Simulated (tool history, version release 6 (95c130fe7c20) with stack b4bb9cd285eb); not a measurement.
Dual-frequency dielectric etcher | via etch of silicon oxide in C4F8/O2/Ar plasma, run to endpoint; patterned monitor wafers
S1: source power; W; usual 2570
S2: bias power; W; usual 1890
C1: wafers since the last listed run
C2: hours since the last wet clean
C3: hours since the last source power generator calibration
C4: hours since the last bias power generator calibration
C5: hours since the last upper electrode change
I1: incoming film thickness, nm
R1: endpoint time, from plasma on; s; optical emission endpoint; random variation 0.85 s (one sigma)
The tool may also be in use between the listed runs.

Run 1, day 0: usual settings but S1 2260 W; C1 0; C2 519.6; C3 3379.1; C4 1132.7; C5 5298.2; I1 1539.2. Result: R1 316.7 s.
At day 3.188: wet clean of the chamber.
Run 2, day 3.208: usual settings but S1 2260 W; C1 414; C2 0.5; C3 3456.1; C4 1209.7; C5 5375.2; I1 1552.7. Result: R1 320.2 s.
Run 3, day 5.088: usual settings but S1 2260 W; C1 352; C2 45.6; C3 3501.2; C4 1254.8; C5 5420.3; I1 1549.2. Result: R1 317.9 s.
Run 4, day 9.204: usual settings but S1 2960 W, S2 2046 W; C1 772; C2 144.4; C3 3600; C4 1353.6; C5 5519.1; I1 1532.3. Result: R1 260.7 s.
Run 5, day 10.854: usual settings but S1 2240 W; C1 309; C2 184; C3 3639.6; C4 1393.2; C5 5558.7; I1 1558.7. Result: R1 322.3 s.
Run 6, day 13.083: usual settings but S1 2240 W; C1 418; C2 237.5; C3 3693.1; C4 1446.7; C5 5612.2; I1 1555.2. Result: R1 322 s.
Run 7, day 17.167: usual settings; C1 766; C2 335.5; C3 3791.1; C4 1544.7; C5 5710.2; I1 1545.3. Result: R1 292.3 s.
At day 22.029: upper electrode replaced.
Run 8, day 26.504: usual settings; C1 1564; C2 559.6; C3 4015.2; C4 1768.8; C5 107.4; I1 1533.4. Result: R1 287.7 s.
At day 30.354: wet clean of the chamber.
Run 9, day 33.258: usual settings; C1 1079; C2 69.7; C3 4177.3; C4 1930.9; C5 269.5; I1 1534.6. Result: R1 287.5 s.
Run 10, day 37.271: usual settings but S1 2960 W; C1 752; C2 166; C3 4273.6; C4 2027.2; C5 365.8; I1 1540.3. Result: R1 265 s.
At day 38.742: bias power generator calibrated.
At day 40.038: source power generator calibrated.
Run 11, day 41.042: usual settings but S1 2160 W, S2 2052 W; C1 645; C2 256.5; C3 24.1; C4 55.2; C5 456.3; I1 1545.7. Result: R1 310.1 s.
Run 12, day 48.746: usual settings but S1 3050 W; C1 1445; C2 441.4; C3 209; C4 240.1; C5 641.2; I1 1547.3. Result: R1 256.8 s.
Run 13, day 52.442: usual settings but S2 1756 W; C1 693; C2 530.1; C3 297.7; C4 328.8; C5 729.9; I1 1556.3. Result: R1 292.1 s.
Run 14, day 55.446: usual settings but S1 3100 W; C1 563; C2 602.2; C3 369.8; C4 400.9; C5 802; I1 1546.3. Result: R1 254 s.
At day 56.504: wet clean of the chamber.
Run 15, day 57.546: usual settings; C1 206; C2 25; C3 420.2; C4 451.3; C5 852.4; I1 1531.7. Result: R1 284 s.
Run 16, day 60.008: usual settings; C1 462; C2 84.1; C3 479.3; C4 510.4; C5 911.5; I1 1543. Result: R1 286.7 s.
Run 17, day 62.558: usual settings but S1 2370 W, S2 1575 W; C1 478; C2 145.3; C3 540.5; C4 571.6; C5 972.7; I1 1540.7. Result: R1 319.3 s.
Run 18, day 65.767: usual settings; C1 602; C2 222.3; C3 617.5; C4 648.6; C5 1049.7; I1 1530.2. Result: R1 283.8 s.

Forecast each of these 3 alternatives for the next run:
Run A, day 65.788: usual settings but S2 2211 W; C1 3; C2 222.8; C3 618; C4 649.1; C5 1050.2; I1 1542.5. Result: R1 ?.
Run B, day 65.788: usual settings but S1 2310 W; C1 3; C2 222.8; C3 618; C4 649.1; C5 1050.2; I1 1542.5. Result: R1 ?.
Run C, day 65.788: usual settings but S1 2870 W, S2 2272 W; C1 3; C2 222.8; C3 618; C4 649.1; C5 1050.2; I1 1542.5. Result: R1 ?.

run     R1
  A  271.9
  B  306.6
  C  251.8
Without the tool's hidden state the same runs would have given:
run     R1
  A    270
  B  304.4
  C    250
